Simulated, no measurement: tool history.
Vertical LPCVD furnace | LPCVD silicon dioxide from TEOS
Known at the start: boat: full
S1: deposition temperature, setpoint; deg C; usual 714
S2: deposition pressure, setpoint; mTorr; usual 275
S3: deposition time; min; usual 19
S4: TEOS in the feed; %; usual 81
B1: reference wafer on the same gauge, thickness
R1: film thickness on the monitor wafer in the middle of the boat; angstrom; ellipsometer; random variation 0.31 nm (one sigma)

run   hour   S1   S2  S3  S4      B1      R1
  1      0  714  250  19  81   208.8  2208.5
  2   23.9  714  250  19  81  208.91  2204.6
  3   92.9  714  250  19  81  208.97  2221.3
  4  115.4  714  275  19  81  208.98  2324.1
  5  150.3  714  275  19  81  208.89  2332.3
  6  154.9  714  275  19  81  209.07  2325.1
  7  166.3  714  275  19  81  209.06  2322.4
  8  206.4  714  325  19  81  208.89  2538.4
  9  211.1  720  275  19  94  208.97  2877.1
 10  250.3  723  310  19  81  208.96  2723.3
 11  262.7  706  230  25  92  208.98  2241.8
 12  298.8  714  275  19  81  209.11  2098.5
 13  321.7  714  245  19  81  209.02  1979.6
 14  335.3  710  275  19  72  209.05  1806.3
 15  356.4  705  240  19  97  209.05  1743.7

Not shown: 4 entries that the log had between the listed runs. Between which runs, and how does the tool's hidden state differ before and after?
Between runs 4 and 5: gauge calibrated (hour 121.5); pressure gauge zeroed (hour 149.8)
  true tube temperature minus thermocouple reading, K: 5.11 -> 5.18
  measured less the result without the state, R1: +252.2 -> +256.1 angstrom
Between runs 7 and 8: TEOS flow controller replaced (hour 205.9)
  true tube temperature minus thermocouple reading, K: 5.21 -> 5.28
  measured less the result without the state, R1: +256.5 -> +284.1 angstrom
Between runs 9 and 10: thermocouples replaced and temperature profile calibrated (hour 249.8)
  true tube temperature minus thermocouple reading, K: 5.29 -> 0.562
  measured less the result without the state, R1: +318.8 -> +33.7 angstrom

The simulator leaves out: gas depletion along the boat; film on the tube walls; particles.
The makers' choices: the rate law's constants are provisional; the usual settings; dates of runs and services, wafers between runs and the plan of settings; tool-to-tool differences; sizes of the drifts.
